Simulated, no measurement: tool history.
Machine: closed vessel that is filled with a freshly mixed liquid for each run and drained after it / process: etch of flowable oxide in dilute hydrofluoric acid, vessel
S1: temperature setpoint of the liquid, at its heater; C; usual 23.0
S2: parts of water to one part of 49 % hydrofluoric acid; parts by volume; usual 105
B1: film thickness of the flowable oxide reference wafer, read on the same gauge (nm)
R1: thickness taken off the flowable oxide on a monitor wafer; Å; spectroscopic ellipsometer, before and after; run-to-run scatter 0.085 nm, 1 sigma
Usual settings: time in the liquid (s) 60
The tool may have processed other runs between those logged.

run 1 day=0.000 | S1=23.0 S2=75 time_in_the_liquid_(s)=60 | B1=140.01 | R1=355.3
run 2 day=3.525 | S1=23.0 S2=75 time_in_the_liquid_(s)=60 | B1=140.00 | R1=353.6
run 3 day=6.083 | S1=23.0 S2=105 time_in_the_liquid_(s)=60 | B1=140.01 | R1=244.3
run 4 day=10.250 | S1=23.0 S2=105 time_in_the_liquid_(s)=50 | B1=140.00 | R1=203.0
run 5 day=14.308 | S1=25.5 S2=105 time_in_the_liquid_(s)=60 | B1=139.97 | R1=270.2
run 6 day=16.388 | S1=23.0 S2=105 time_in_the_liquid_(s)=60 | B1=139.98 | R1=242.0
run 7 day=19.000 | S1=23.0 S2=105 time_in_the_liquid_(s)=60 | B1=140.02 | R1=242.6
-- day=19.967 hydrofluoric acid flow meter replaced
run 8 day=21.796 | S1=23.0 S2=105 time_in_the_liquid_(s)=60 | B1=139.99 | R1=241.9
run 9 day=23.412 | S1=23.0 S2=105 time_in_the_liquid_(s)=60 | B1=140.02 | R1=242.2
run 10 day=25.008 | S1=23.0 S2=105 time_in_the_liquid_(s)=60 | B1=139.98 | R1=243.0
-- day=31.542 gauge calibrated
run 11 day=35.225 | S1=23.0 S2=105 time_in_the_liquid_(s)=70 | B1=140.01 | R1=281.9
run 12 day=39.725 | S1=20.5 S2=70 time_in_the_liquid_(s)=60 | B1=140.01 | R1=339.2
run 13 day=42.408 | S1=20.5 S2=70 time_in_the_liquid_(s)=60 | B1=140.01 | R1=340.6
run 14 day=44.425 | S1=20.5 S2=60 time_in_the_liquid_(s)=45 | B1=140.00 | R1=300.5
-- day=44.521 thermometer replaced
run 15 day=46.288 | S1=27.0 S2=90 time_in_the_liquid_(s)=70 | B1=140.00 | R1=400.0
run 16 day=49.592 | S1=20.5 S2=55 time_in_the_liquid_(s)=95 | B1=139.99 | R1=712.2
run 17 day=53.425 | S1=23.0 S2=70 time_in_the_liquid_(s)=30 | B1=139.99 | R1=191.7
run 18 day=56.117 | S1=27.0 S2=70 time_in_the_liquid_(s)=60 | B1=140.00 | R1=450.2

Branching from run 18: 4 alternative next runs. What would each branch give?
run A day=56.146 | S1=23.0 S2=105 time_in_the_liquid_(s)=60 | B1=? | R1=?
run B day=56.146 | S1=18.5 S2=80 time_in_the_liquid_(s)=60 | B1=? | R1=?
run C day=56.146 | S1=20.5 S2=105 time_in_the_liquid_(s)=30 | B1=? | R1=?
run D day=56.146 | S1=23.0 S2=105 time_in_the_liquid_(s)=80 | B1=? | R1=?

run=A B1=140.01 R1=245.2
run=B B1=140.01 R1=275.3
run=C B1=140.01 R1=110.8
run=D B1=140.01 R1=327.0
The same runs, with their run-to-run variation unchanged, on a tool lacking any hidden condition would have given:
run=A R1=246.5
run=B R1=276.9
run=C R1=111.4
run=D R1=328.7
